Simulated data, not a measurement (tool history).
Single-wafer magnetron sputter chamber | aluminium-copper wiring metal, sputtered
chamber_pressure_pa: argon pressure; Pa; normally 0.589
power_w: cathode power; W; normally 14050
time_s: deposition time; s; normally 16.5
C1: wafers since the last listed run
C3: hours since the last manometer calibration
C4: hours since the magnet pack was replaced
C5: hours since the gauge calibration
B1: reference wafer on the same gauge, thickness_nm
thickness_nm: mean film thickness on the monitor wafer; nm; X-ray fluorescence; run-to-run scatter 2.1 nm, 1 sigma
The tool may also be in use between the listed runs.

{"run": 1, "hour": 0.0, "chamber_pressure_pa": 0.589, "power_w": 14050, "time_s": 14.9, "C1": 0, "wafers on the sputter target": 3020, "C3": 1151.4, "C4": 10431.8, "C5": 425.2, "B1": 424.296, "thickness_nm": 346.964}
{"run": 2, "hour": 17.4, "chamber_pressure_pa": 0.589, "power_w": 14050, "time_s": 16.5, "C1": 874, "wafers on the sputter target": 3895, "C3": 1168.8, "C4": 10449.2, "C5": 442.6, "B1": 424.851, "thickness_nm": 385.261}
{"hour": 38.3, "done": "sputter target and shields replaced"}
{"run": 3, "hour": 38.8, "chamber_pressure_pa": 0.589, "power_w": 14050, "time_s": 16.5, "C1": 673, "wafers on the sputter target": 26, "C3": 1190.2, "C4": 10470.6, "C5": 464, "B1": 423.321, "thickness_nm": 387.39}
{"hour": 42.1, "done": "gauge calibrated"}
{"run": 4, "hour": 47.8, "chamber_pressure_pa": 0.589, "power_w": 14050, "time_s": 16.5, "C1": 452, "wafers on the sputter target": 478, "C3": 1199.2, "C4": 10479.6, "C5": 5.7, "B1": 423.893, "thickness_nm": 388.213}
{"run": 5, "hour": 58.1, "chamber_pressure_pa": 0.589, "power_w": 14050, "time_s": 16.5, "C1": 517, "wafers on the sputter target": 996, "C3": 1209.5, "C4": 10489.9, "C5": 16, "B1": 423.778, "thickness_nm": 389.091}
{"run": 6, "hour": 66.6, "chamber_pressure_pa": 0.589, "power_w": 16850, "time_s": 16.5, "C1": 427, "wafers on the sputter target": 1423, "C3": 1218, "C4": 10498.4, "C5": 24.5, "B1": 424.31, "thickness_nm": 460.769}
{"run": 7, "hour": 81.2, "chamber_pressure_pa": 0.737, "power_w": 14050, "time_s": 16.5, "C1": 733, "wafers on the sputter target": 2157, "C3": 1232.6, "C4": 10513, "C5": 39.1, "B1": 424.466, "thickness_nm": 352.446}
{"run": 8, "hour": 97.0, "chamber_pressure_pa": 0.737, "power_w": 14050, "time_s": 16.5, "C1": 794, "wafers on the sputter target": 2952, "C3": 1248.4, "C4": 10528.8, "C5": 54.9, "B1": 424.392, "thickness_nm": 357.92}
{"run": 9, "hour": 106.0, "chamber_pressure_pa": 0.737, "power_w": 14050, "time_s": 16.5, "C1": 452, "wafers on the sputter target": 3404, "C3": 1257.4, "C4": 10537.8, "C5": 63.9, "B1": 424.196, "thickness_nm": 355.129}
{"run": 10, "hour": 123.6, "chamber_pressure_pa": 0.589, "power_w": 14050, "time_s": 16.5, "C1": 884, "wafers on the sputter target": 4289, "C3": 1275, "C4": 10555.4, "C5": 81.5, "B1": 423.296, "thickness_nm": 382.007}
{"hour": 144.5, "done": "sputter target and shields replaced"}
{"run": 11, "hour": 155.0, "chamber_pressure_pa": 0.589, "power_w": 14050, "time_s": 16.5, "C1": 1176, "wafers on the sputter target": 529, "C3": 1306.4, "C4": 10586.8, "C5": 112.9, "B1": 423.958, "thickness_nm": 384.959}
{"run": 12, "hour": 161.2, "chamber_pressure_pa": 0.589, "power_w": 14050, "time_s": 16.5, "C1": 311, "wafers on the sputter target": 841, "C3": 1312.6, "C4": 10593, "C5": 119.1, "B1": 423.812, "thickness_nm": 387.247}
{"run": 13, "hour": 175.8, "chamber_pressure_pa": 0.733, "power_w": 16000, "time_s": 16.5, "C1": 733, "wafers on the sputter target": 1574, "C3": 1327.2, "C4": 10607.6, "C5": 133.7, "B1": 423.686, "thickness_nm": 406.045}
{"run": 14, "hour": 189.0, "chamber_pressure_pa": 0.589, "power_w": 16200, "time_s": 16.5, "C1": 663, "wafers on the sputter target": 2238, "C3": 1340.4, "C4": 10620.8, "C5": 146.9, "B1": 424.038, "thickness_nm": 436.401}
{"hour": 201.9, "done": "magnet pack replaced"}
{"run": 15, "hour": 203.8, "chamber_pressure_pa": 0.589, "power_w": 14050, "time_s": 16.5, "C1": 341, "wafers on the sputter target": 2580, "C3": 1355.2, "C4": 1.9, "C5": 161.7, "B1": 423.685, "thickness_nm": 382.972}
{"run": 16, "hour": 214.5, "chamber_pressure_pa": 0.589, "power_w": 14050, "time_s": 14.6, "C1": 537, "wafers on the sputter target": 3118, "C3": 1365.9, "C4": 12.6, "C5": 172.4, "B1": 423.466, "thickness_nm": 342.217}
{"run": 17, "hour": 222.4, "chamber_pressure_pa": 0.589, "power_w": 14050, "time_s": 16.5, "C1": 397, "wafers on the sputter target": 3515, "C3": 1373.8, "C4": 20.5, "C5": 180.3, "B1": 424.883, "thickness_nm": 382.855}
{"hour": 234.6, "done": "capacitance manometer re-zeroed and calibrated"}
{"run": 18, "hour": 235.1, "chamber_pressure_pa": 0.589, "power_w": 14050, "time_s": 14.9, "C1": 236, "wafers on the sputter target": 3751, "C3": 0.5, "C4": 33.2, "C5": 193, "B1": 423.966, "thickness_nm": 327.937}
{"run": 19, "hour": 237.0, "chamber_pressure_pa": 0.589, "power_w": 16400, "time_s": 15.4, "C1": 95, "wafers on the sputter target": 3847, "C3": 2.4, "C4": 35.1, "C5": 194.9, "B1": 423.816, "thickness_nm": 391.599}
{"hour": 257.5, "done": "sputter target and shields replaced"}
{"run": 20, "hour": 258.0, "chamber_pressure_pa": 0.589, "power_w": 14050, "time_s": 16.5, "C1": 653, "wafers on the sputter target": 25, "C3": 23.4, "C4": 56.1, "C5": 215.9, "B1": 423.415, "thickness_nm": 365.394}
{"run": 21, "hour": 259.8, "chamber_pressure_pa": 0.435, "power_w": 11150, "time_s": 14.1, "C1": 90, "wafers on the sputter target": 116, "C3": 25.2, "C4": 57.9, "C5": 217.7, "B1": 424.125, "thickness_nm": 269.278}
{"run": 22, "hour": 269.0, "chamber_pressure_pa": 0.479, "power_w": 16200, "time_s": 17.5, "C1": 462, "wafers on the sputter target": 578, "C3": 34.4, "C4": 67.1, "C5": 226.9, "B1": 424.479, "thickness_nm": 475.1}
{"run": 23, "hour": 277.1, "chamber_pressure_pa": 0.589, "power_w": 14050, "time_s": 17.8, "C1": 407, "wafers on the sputter target": 986, "C3": 42.5, "C4": 75.2, "C5": 235, "B1": 424.129, "thickness_nm": 392.068}
{"run": 24, "hour": 293.7, "chamber_pressure_pa": 0.523, "power_w": 11050, "time_s": 16.5, "C1": 834, "wafers on the sputter target": 1820, "C3": 59.1, "C4": 91.8, "C5": 251.6, "B1": 424.362, "thickness_nm": 298.455}
{"run": 25, "hour": 303.7, "chamber_pressure_pa": 0.589, "power_w": 12650, "time_s": 19.2, "C1": 502, "wafers on the sputter target": 2323, "C3": 69.1, "C4": 101.8, "C5": 261.6, "B1": 424, "thickness_nm": 385.916}
{"run": 26, "hour": 321.6, "chamber_pressure_pa": 0.589, "power_w": 14050, "time_s": 16.5, "C1": 899, "wafers on the sputter target": 3223, "C3": 87, "C4": 119.7, "C5": 279.5, "B1": 423.849, "thickness_nm": 367.31}
{"run": 27, "hour": 333.7, "chamber_pressure_pa": 0.428, "power_w": 14050, "time_s": 13.5, "C1": 608, "wafers on the sputter target": 3831, "C3": 99.1, "C4": 131.8, "C5": 291.6, "B1": 424.875, "thickness_nm": 329.527}
{"run": 28, "hour": 341.1, "chamber_pressure_pa": 0.668, "power_w": 10550, "time_s": 13.3, "C1": 371, "wafers on the sputter target": 4203, "C3": 106.5, "C4": 139.2, "C5": 299, "B1": 423.979, "thickness_nm": 211.98}
{"run": 29, "hour": 349.3, "chamber_pressure_pa": 0.589, "power_w": 14050, "time_s": 16.5, "C1": 412, "wafers on the sputter target": 4615, "C3": 114.7, "C4": 147.4, "C5": 307.2, "B1": 424.185, "thickness_nm": 368.213}
{"hour": 362.7, "done": "sputter target and shields replaced"}
{"run": 30, "hour": 363.2, "chamber_pressure_pa": 0.668, "power_w": 10550, "time_s": 13.3, "C1": 296, "wafers on the sputter target": 23, "C3": 128.6, "C4": 161.3, "C5": 321.1, "B1": 424.239, "thickness_nm": 212.227}
{"run": 31, "hour": 366.1, "chamber_pressure_pa": 0.423, "power_w": 14050, "time_s": 13.9, "C1": 145, "wafers on the sputter target": 169, "C3": 131.5, "C4": 164.2, "C5": 324, "B1": 424.458, "thickness_nm": 339.735}
{"run": 32, "hour": 381.4, "chamber_pressure_pa": 0.494, "power_w": 14050, "time_s": 17.9, "C1": 769, "wafers on the sputter target": 938, "C3": 146.8, "C4": 179.5, "C5": 339.3, "B1": 423.529, "thickness_nm": 421.227}
{"run": 33, "hour": 398.3, "chamber_pressure_pa": 0.589, "power_w": 16200, "time_s": 16.5, "C1": 849, "wafers on the sputter target": 1788, "C3": 163.7, "C4": 196.4, "C5": 356.2, "B1": 424.127, "thickness_nm": 423.407}
{"run": 34, "hour": 412.6, "chamber_pressure_pa": 0.474, "power_w": 12450, "time_s": 19.1, "C1": 718, "wafers on the sputter target": 2507, "C3": 178, "C4": 210.7, "C5": 370.5, "B1": 424.019, "thickness_nm": 405.083}

Some steps in thickness_nm between neighbouring runs. How much of each would the tool show without its hidden state too (settings, what came in, random variation), and how much is left for the hidden state, with any gauge scatter that isn't in both results?
Hidden state present: deposition rate above that of a new target (%); true argon pressure above the setpoint (%); gauge reads high (%).
Run 5 -> 6: power_w 14050 -> 16850. thickness_nm +71.678 nm: hidden state +3.178, all else +68.5.
Run 12 -> 13: chamber_pressure_pa 0.589 -> 0.733, power_w 14050 -> 16000. thickness_nm +18.798 nm: hidden state +5.034, all else +13.764.
Run 17 -> 18: time_s 16.5 -> 14.9, capacitance manometer re-zeroed and calibrated. thickness_nm -54.918 nm: hidden state -21.139, all else -33.779.
Run 21 -> 22: chamber_pressure_pa 0.435 -> 0.479, power_w 11150 -> 16200, time_s 14.1 -> 17.5. thickness_nm +205.822 nm: hidden state -1.37, all else +207.192.
Run 28 -> 29: chamber_pressure_pa 0.668 -> 0.589, power_w 10550 -> 14050, time_s 13.3 -> 16.5. thickness_nm +156.233 nm: hidden state +0.07, all else +156.163.
Run 29 -> 30: chamber_pressure_pa 0.589 -> 0.668, power_w 14050 -> 10550, time_s 16.5 -> 13.3, sputter target and shields replaced. thickness_nm -155.986 nm: hidden state +0.38, all else -156.366.
